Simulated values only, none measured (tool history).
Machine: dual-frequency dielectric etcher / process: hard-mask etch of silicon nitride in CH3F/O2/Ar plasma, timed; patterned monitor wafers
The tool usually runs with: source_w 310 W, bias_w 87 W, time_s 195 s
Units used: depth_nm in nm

| run | day | source_w | bias_w | time_s | wafers since the last listed run | hours since the last wet clean | hours since the last source power generator calibration | hours since the last bias power generator calibration | hours since the last upper electrode change | hours since the gauge calibration | read-back reference wafer on the same gauge, depth_nm | depth_nm |
|---|---|---|---|---|---|---|---|---|---|---|---|---|
| 1 | 0 | 310 | 87 | 195 | 0 | 87 | 1829.9 | 4427.2 | 3913.3 | 192.7 | 151.1 | 132.8 |
| 2 | 1.258 | 310 | 87 | 195 | 215 | 117.2 | 1860.1 | 4457.4 | 3943.5 | 222.9 | 151.1 | 132.8 |
| 3 | 1.775 | 310 | 87 | 226 | 88 | 129.6 | 1872.5 | 4469.8 | 3955.9 | 235.3 | 150.9 | 153.5 |
| 4 | 2.4 | 310 | 87 | 226 | 106 | 144.6 | 1887.5 | 4484.8 | 3970.9 | 250.3 | 150.9 | 153.5 |
| 5 | 3.838 | 310 | 87 | 226 | 245 | 179.1 | 1922 | 4519.3 | 4005.4 | 284.8 | 151 | 153.1 |
| 6 | 5.2 | 270 | 87 | 195 | 232 | 211.8 | 1954.7 | 4552 | 4038.1 | 317.5 | 150.9 | 124 |
| 7 | 6.033 | 310 | 87 | 195 | 142 | 231.8 | 1974.7 | 4572 | 4058.1 | 337.5 | 151.1 | 131.6 |
| 8 | 6.958 | 310 | 87 | 195 | 158 | 254 | 1996.9 | 4594.2 | 4080.3 | 359.7 | 151 | 131.5 |
| 9 | 7.533 | 290 | 87 | 170.5 | 98 | 267.8 | 2010.7 | 4608 | 4094.1 | 373.5 | 151.1 | 111.4 |
|  | 11.412 | bias power generator calibrated |
| 10 | 11.612 | 290 | 87 | 170.5 | 668 | 365.7 | 2108.6 | 4.8 | 4192 | 471.4 | 150.9 | 111.3 |
| 11 | 13.096 | 310 | 87 | 195 | 253 | 401.3 | 2144.2 | 40.4 | 4227.6 | 507 | 150.9 | 129.9 |
| 12 | 13.729 | 310 | 87 | 248.5 | 108 | 416.5 | 2159.4 | 55.6 | 4242.8 | 522.2 | 151 | 165.7 |
|  | 14.742 | source power generator calibrated |
|  | 14.912 | upper electrode replaced, of another model than before |
|  | 15.288 | wet clean of the chamber |
| 13 | 15.308 | 380 | 87 | 246 | 148 | 0.5 | 13.6 | 93.5 | 9.5 | 560.1 | 151.1 | 180 |
|  | 15.558 | gauge calibrated |
| 14 | 15.571 | 310 | 87 | 195 | 44 | 6.8 | 19.9 | 99.8 | 15.8 | 0.3 | 151 | 133.8 |
| 15 | 16.262 | 380 | 75 | 221.5 | 118 | 23.4 | 36.5 | 116.4 | 32.4 | 16.9 | 150.9 | 154.5 |
| 16 | 16.996 | 360 | 87 | 244 | 125 | 41 | 54.1 | 134 | 50 | 34.5 | 151 | 175.3 |
| 17 | 17.538 | 340 | 100 | 237.5 | 92 | 54 | 67.1 | 147 | 63 | 47.5 | 151 | 175.4 |
| 18 | 18.8 | 310 | 71 | 195 | 215 | 84.3 | 97.4 | 177.3 | 93.3 | 77.8 | 150.9 | 125.2 |
| 19 | 19.883 | 370 | 99 | 195 | 185 | 110.3 | 123.4 | 203.3 | 119.3 | 103.8 | 151 | 146 |
| 20 | 20.9 | 370 | 93 | 195 | 173 | 134.7 | 147.8 | 227.7 | 143.7 | 128.2 | 151 | 142.9 |
| 21 | 22.333 | 380 | 101 | 231 | 244 | 169.1 | 182.2 | 262.1 | 178.1 | 162.6 | 151 | 174.9 |
| 22 | 23.329 | 310 | 87 | 195 | 170 | 193 | 206.1 | 286 | 202 | 186.5 | 151 | 132.4 |
| 23 | 24.754 | 310 | 87 | 195 | 243 | 227.2 | 240.3 | 320.2 | 236.2 | 220.7 | 151 | 131.8 |

Here are 4 independent what-if runs from the current tool condition. What would each one return?
| A | 24.775 | 310 | 87 | 195 | 3 | 227.7 | 240.8 | 320.7 | 236.7 | 221.2 | ? | ? |
| B | 24.775 | 310 | 100 | 175 | 3 | 227.7 | 240.8 | 320.7 | 236.7 | 221.2 | ? | ? |
| C | 24.775 | 270 | 94 | 141 | 3 | 227.7 | 240.8 | 320.7 | 236.7 | 221.2 | ? | ? |
| D | 24.775 | 250 | 68 | 225.5 | 3 | 227.7 | 240.8 | 320.7 | 236.7 | 221.2 | ? | ? |

| run | read-back reference wafer on the same gauge, depth_nm | depth_nm |
|---|---|---|
| A | 151.1 | 132.5 |
| B | 151.1 | 124.3 |
| C | 151.1 | 94.4 |
| D | 151.1 | 133.8 |
Without the tool's unlogged condition, the same runs would have read:
| run | depth_nm |
|---|---|
| A | 134.4 |
| B | 126.1 |
| C | 95.7 |
| D | 135.7 |
